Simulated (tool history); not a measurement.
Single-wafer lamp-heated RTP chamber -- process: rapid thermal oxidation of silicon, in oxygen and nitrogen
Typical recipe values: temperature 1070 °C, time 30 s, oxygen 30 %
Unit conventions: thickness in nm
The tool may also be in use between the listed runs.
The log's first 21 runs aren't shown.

run,hour,temperature,time,oxygen,"read-back reference wafer on the same gauge, thickness",thickness
22,1239.7,1056,35,21,5.25,4.431
23,1304.6,1070,21,38,5.251,4.766
24,1341.2,1094,30,17,5.253,4.888
# hour 1510.7: pyrometer window cleaned and pyrometer calibrated
# hour 1535.6: oxygen flow controller replaced
25,1536.1,1083,26,17,5.251,4.358
26,1582.6,1070,30,30,5.25,5.104
27,1606.9,1070,38,17,5.248,4.684
28,1639.2,1077,30,30,5.251,5.327
29,1707.1,1052,35,17,5.256,4.077
30,1764.8,1070,30,30,5.255,5.105
31,1810.3,1086,30,30,5.25,5.648
32,1864.1,1096,16,44,5.245,5.28
33,1909.5,1097,25,30,5.245,5.613
34,1971.2,1084,43,17,5.251,5.341
35,2025.1,1070,21,17,5.249,3.73
36,2060,1090,25,59,5.253,6.751
37,2113,1093,30,30,5.254,5.903
# hour 2141.7: pyrometer window cleaned and pyrometer calibrated
38,2155.1,1085,30,30,5.248,5.627
39,2189.6,1070,30,38,5.248,5.562

3 ways to go on from here, each from the tool as it stands after run 39. What would each give?
A,2190,1057,30,30,?,?
B,2190,1070,24,30,?,?
C,2190,1093,38,17,?,?

run,"read-back reference wafer on the same gauge, thickness",thickness
A,5.248,4.69
B,5.248,4.653
C,5.248,5.351
Take away the tool's hidden state, keep each run's random variation, and the runs would have read:
run,thickness
A,4.69
B,4.653
C,5.351
